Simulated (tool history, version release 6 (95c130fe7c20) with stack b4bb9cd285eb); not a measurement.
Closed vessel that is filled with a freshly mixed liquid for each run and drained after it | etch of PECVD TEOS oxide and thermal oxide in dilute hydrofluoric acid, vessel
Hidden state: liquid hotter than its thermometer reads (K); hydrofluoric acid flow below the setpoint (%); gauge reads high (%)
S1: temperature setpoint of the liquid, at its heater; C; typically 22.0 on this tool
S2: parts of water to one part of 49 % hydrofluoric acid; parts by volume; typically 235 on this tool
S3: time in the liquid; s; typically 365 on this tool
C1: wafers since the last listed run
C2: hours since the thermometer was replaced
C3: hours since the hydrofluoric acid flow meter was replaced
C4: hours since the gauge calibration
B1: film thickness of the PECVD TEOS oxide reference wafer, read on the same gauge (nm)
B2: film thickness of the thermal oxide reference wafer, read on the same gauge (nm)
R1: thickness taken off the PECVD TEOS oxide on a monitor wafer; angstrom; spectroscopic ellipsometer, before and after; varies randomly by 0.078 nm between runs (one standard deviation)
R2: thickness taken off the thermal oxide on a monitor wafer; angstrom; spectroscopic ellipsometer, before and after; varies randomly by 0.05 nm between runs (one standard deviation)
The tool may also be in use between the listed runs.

Run 1, hour 0.0: usual settings; C1 0; C2 0.8; C3 765.4; C4 791.8; B1 120.03; B2 100.03. Result: R1 254.0 angstrom, R2 57.5 angstrom.
At hour 152.1: hydrofluoric acid flow meter replaced.
Run 2, hour 204.3: usual settings but S3 470 s; C1 10330; C2 205.1; C3 52.2; C4 996.1; B1 120.01; B2 100.02. Result: R1 326.3 angstrom, R2 73.5 angstrom.
Run 3, hour 298.4: usual settings but S3 470 s; C1 4781; C2 299.2; C3 146.3; C4 1090.2; B1 119.99; B2 100.03. Result: R1 327.4 angstrom, R2 74.1 angstrom.
Run 4, hour 351.6: usual settings but S3 435 s; C1 2703; C2 352.4; C3 199.5; C4 1143.4; B1 120.02; B2 100.02. Result: R1 301.9 angstrom, R2 68.5 angstrom.
Run 5, hour 452.7: usual settings but S3 435 s; C1 5137; C2 453.5; C3 300.6; C4 1244.5; B1 120.01; B2 99.99. Result: R1 302.6 angstrom, R2 67.2 angstrom.
Run 6, hour 553.8: usual settings; C1 5137; C2 554.6; C3 401.7; C4 1345.6; B1 120.03; B2 100.03. Result: R1 254.9 angstrom, R2 56.8 angstrom.
Run 7, hour 616.7: usual settings; C1 3196; C2 617.5; C3 464.6; C4 1408.5; B1 120.01; B2 100.01. Result: R1 254.0 angstrom, R2 57.2 angstrom.
At hour 680.3: gauge calibrated.
Run 8, hour 699.3: usual settings but S1 23.0 C; C1 4197; C2 700.1; C3 547.2; C4 19.0; B1 119.99; B2 100.00. Result: R1 263.4 angstrom, R2 58.8 angstrom.
Run 9, hour 769.6: usual settings but S1 23.0 C; C1 3572; C2 770.4; C3 617.5; C4 89.3; B1 120.01; B2 99.99. Result: R1 262.9 angstrom, R2 58.3 angstrom.
Run 10, hour 830.9: usual settings but S1 23.0 C; C1 3114; C2 831.7; C3 678.8; C4 150.6; B1 120.00; B2 99.97. Result: R1 263.4 angstrom, R2 59.0 angstrom.
Run 11, hour 876.2: usual settings; C1 2301; C2 877.0; C3 724.1; C4 195.9; B1 120.00; B2 100.00. Result: R1 254.6 angstrom, R2 56.7 angstrom.
Run 12, hour 934.8: usual settings but S2 305 parts by volume, S3 480 s; C1 2977; C2 935.6; C3 782.7; C4 254.5; B1 120.01; B2 100.03. Result: R1 239.4 angstrom, R2 55.1 angstrom.
Run 13, hour 978.5: usual settings but S1 18.5 C, S3 565 s; C1 2220; C2 979.3; C3 826.4; C4 298.2; B1 120.00; B2 100.00. Result: R1 344.4 angstrom, R2 77.1 angstrom.
At hour 1021.6: hydrofluoric acid flow meter replaced.
Run 14, hour 1043.6: usual settings but S2 200 parts by volume, S3 440 s; C1 3257; C2 1044.4; C3 22.0; C4 363.3; B1 120.01; B2 100.00. Result: R1 372.9 angstrom, R2 84.4 angstrom.
Run 15, hour 1136.7: usual settings but S2 200 parts by volume, S3 440 s; C1 4730; C2 1137.5; C3 115.1; C4 456.4; B1 120.00; B2 99.97. Result: R1 372.3 angstrom, R2 84.3 angstrom.
At hour 1142.0: thermometer replaced.
Run 16, hour 1225.7: usual settings but S1 18.5 C, S3 505 s; C1 4471; C2 83.7; C3 204.1; C4 545.4; B1 120.00; B2 99.99. Result: R1 307.0 angstrom, R2 69.5 angstrom.
Run 17, hour 1290.5: usual settings but S2 145 parts by volume; C1 3292; C2 148.5; C3 268.9; C4 610.2; B1 120.00; B2 100.00. Result: R1 450.6 angstrom, R2 101.0 angstrom.
Run 18, hour 1397.8: usual settings; C1 5452; C2 255.8; C3 376.2; C4 717.5; B1 120.02; B2 100.01. Result: R1 255.1 angstrom, R2 56.8 angstrom.
Run 19, hour 1490.4: usual settings but S1 17.0 C, S2 130 parts by volume, S3 300 s; C1 4705; C2 348.4; C3 468.8; C4 810.1; B1 120.01; B2 100.00. Result: R1 346.3 angstrom, R2 78.3 angstrom.
Run 20, hour 1584.0: usual settings; C1 4756; C2 442.0; C3 562.4; C4 903.7; B1 120.01; B2 100.01. Result: R1 254.0 angstrom, R2 56.8 angstrom.

Describe how what the log doesn't record of the tool's condition differs between the last listed run preceding each entry between runs and the first listed run following it.
In the gap between runs 1 and 2: hydrofluoric acid flow meter replaced (hour 152.1)
  nothing in the hidden state changes from one run to the other
In the gap between runs 7 and 8: gauge calibrated (hour 680.3)
  nothing in the hidden state changes from one run to the other
In the gap between runs 13 and 14: hydrofluoric acid flow meter replaced (hour 1021.6)
  nothing in the hidden state changes from one run to the other
In the gap between runs 15 and 16: thermometer replaced (hour 1142.0)
  nothing in the hidden state changes from one run to the other
